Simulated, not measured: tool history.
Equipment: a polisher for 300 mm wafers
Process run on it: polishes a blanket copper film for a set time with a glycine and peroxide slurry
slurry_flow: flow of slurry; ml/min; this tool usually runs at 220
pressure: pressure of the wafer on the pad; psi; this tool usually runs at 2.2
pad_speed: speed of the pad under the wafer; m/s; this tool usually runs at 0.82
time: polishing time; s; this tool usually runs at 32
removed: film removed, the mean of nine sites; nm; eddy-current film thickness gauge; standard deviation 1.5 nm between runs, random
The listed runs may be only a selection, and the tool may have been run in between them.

run,day,slurry_flow,pressure,pad_speed,time,wafers since the last listed run,wafers polished on this pad,hours since the slurry nozzle was cleaned,hours since the head pressure was calibrated,"incoming thickness of the incoming film, nm",removed
1,0,220,2.2,0.82,32,0,117,143.2,1228.2,1029.8,132.4
2,0.462,220,2.2,0.82,32,90,208,154.3,1239.3,1041.8,131.8
3,1.2,220,2.2,0.82,29,144,352,172,1257,1006.6,117.8
4,3.212,220,2.2,0.82,29,393,746,220.3,1305.3,1022.7,115.6
5,3.933,220,2.2,0.82,29,140,887,237.6,1322.6,1034.3,113.7
6,4.367,220,2.7,0.64,32,84,971,248,1333,1038,117.5
7,4.888,220,2.2,0.82,32,101,1073,260.5,1345.5,1025.8,127.4
8,5.558,220,2.2,0.82,32,131,1204,276.6,1361.6,1022.4,127.5
# day 5.854: worn pad replaced by a new one
9,5.879,220,2.2,0.82,32,30,4,284.3,1369.3,1024.4,120
10,6.229,220,2.2,0.82,32,68,73,292.7,1377.7,1030.3,117.4
# day 6.671: head pressure recalibrated
11,6.888,220,2.2,0.82,32,112,185,308.5,5.2,1024.6,116.9
12,7.292,220,2.2,0.82,32,79,264,318.2,14.9,1030.1,115.5
13,7.904,220,2.2,0.82,32,119,384,332.9,29.6,1019.1,115.6
14,8.425,220,2.2,0.82,32,101,486,345.4,42.1,1050.2,115.9
15,8.892,220,2.2,0.82,32,91,577,356.6,53.3,1022.3,113.1
16,9.408,220,2.2,0.82,32,101,678,369,65.7,1037,113.4
17,9.721,220,2.2,0.82,32,61,739,376.5,73.2,1019,114.4
# day 10.112: worn pad replaced by a new one, repeated, since the last time left the tool worse
18,10.288,220,2.2,0.58,32,78,34,390.1,86.8,1032.9,104.4
19,10.779,220,2.2,0.64,40,96,130,401.9,98.6,1025.4,136
20,11.171,220,1.5,1.06,32,76,207,411.3,108,1025.3,135.2
21,11.529,220,2.2,0.82,29,70,277,419.9,116.6,1015.7,119.2
22,11.9,220,2.2,0.82,32,72,349,428.8,125.5,1009.7,128.8
23,12.192,220,2.2,0.82,32,57,407,435.8,132.5,1024.4,129.3
24,12.912,160,2.2,0.82,32,140,548,453.1,149.8,1047.7,123.6
25,13.329,160,2.2,0.82,35,81,629,463.1,159.8,1020.3,135.6
# day 13.4: slurry nozzle cleaned
26,13.808,155,2.2,0.82,32,85,715,9.8,171.3,1024,123.6
27,14.492,220,2.2,0.82,32,133,848,26.2,187.7,1044.4,125.4
28,14.829,145,1.6,0.9,42,66,914,34.3,195.8,1048.4,150
29,15.183,275,2.6,1.02,23,69,983,42.8,204.3,1023.3,120.8
30,15.871,150,2.2,0.72,43,134,1118,59.3,220.8,1017.1,148.4
# day 16.058: worn pad replaced by a new one
31,16.267,155,2.2,0.82,32,44,40,68.8,230.3,1034.7,131.9
32,16.792,165,2.2,0.66,32,102,143,81.4,242.9,1047.1,110.4
33,17.288,220,1.8,0.66,27,96,239,93.3,254.8,1011.7,86.5
34,17.729,220,2.2,0.82,32,86,326,103.9,265.4,1013.6,128.1
35,18.162,220,1.9,0.82,32,84,411,114.3,275.8,1045.9,121
36,18.683,220,2.5,0.82,32,101,512,126.8,288.3,1043.8,136.5
37,19.079,200,1.5,1.04,41,77,590,136.3,297.8,1028.3,161.9

4 options for the next run, each taken on its own from the tool as it stands now. Forecast them:
A,19.096,220,2.2,0.82,32,3,593,136.7,298.2,1035.4,?
B,19.096,285,2.9,1.06,24,3,593,136.7,298.2,1035.4,?
C,19.096,220,1.8,1.08,32,3,593,136.7,298.2,1035.4,?
D,19.096,160,2.2,0.82,40,3,593,136.7,298.2,1035.4,?

run,removed
A,127.4
B,138.5
C,143
D,155.2
With the hidden condition removed and each run's random variation left untouched, the same runs would have given:
run,removed
A,133.3
B,144.8
C,149.5
D,162.4
